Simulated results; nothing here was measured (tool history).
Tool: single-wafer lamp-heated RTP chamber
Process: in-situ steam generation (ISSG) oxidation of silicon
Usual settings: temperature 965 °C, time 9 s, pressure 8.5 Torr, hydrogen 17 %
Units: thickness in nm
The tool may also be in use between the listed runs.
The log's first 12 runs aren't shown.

run,hour,temperature,time,pressure,hydrogen,"read-back reference wafer on the same gauge, thickness",thickness
13,892.5,956,9,8.5,26,3.626,4.032
# hour 968.3: hydrogen flow controller replaced
14,977.7,965,9,8.5,17,3.63,3.636
15,1047.8,965,9,8.5,23,3.629,3.934
16,1126,955,12,8.5,22,3.632,4.254
# hour 1186.6: pressure gauge zeroed
17,1187.1,965,9,8.5,17,3.63,3.67
# hour 1231.4: pyrometer window cleaned and pyrometer calibrated
18,1262.2,973,9,7.7,17,3.629,3.647
19,1323,965,10,9.8,22,3.631,3.904
20,1395.7,979,7,7.3,14,3.634,3.207
21,1467.7,960,12,7.4,17,3.629,3.98
22,1542.4,959,9,8.5,11,3.631,3.219
23,1648.9,985,11,9.5,22,3.63,4.369
# hour 1731.6: gauge calibrated
24,1746.9,970,7,7.6,21,3.631,3.532
# hour 2048.5: pyrometer window cleaned and pyrometer calibrated
25,2049.3,965,6,9.9,25,3.629,3.333
26,2152.9,965,9,8.5,17,3.627,3.604
27,2235.4,965,9,9.9,17,3.63,3.553
28,2320.7,951,6,9,11,3.631,2.707
29,2419.9,957,9,8.5,17,3.632,3.561
30,2524.6,983,11,9.3,26,3.629,4.575
31,2571.8,965,9,8.5,17,3.629,3.66

Forecast each of these 4 alternatives for the next run:
A,2572.2,946,9,8.5,17,?,?
B,2572.2,947,11,7.3,17,?,?
C,2572.2,977,9,8.5,11,?,?
D,2572.2,971,12,7.3,25,?,?

run,"read-back reference wafer on the same gauge, thickness",thickness
A,3.632,3.49
B,3.632,3.764
C,3.632,3.395
D,3.632,4.593
Without the tool's hidden state the same runs would have given:
run,thickness
A,3.427
B,3.69
C,3.319
D,4.481
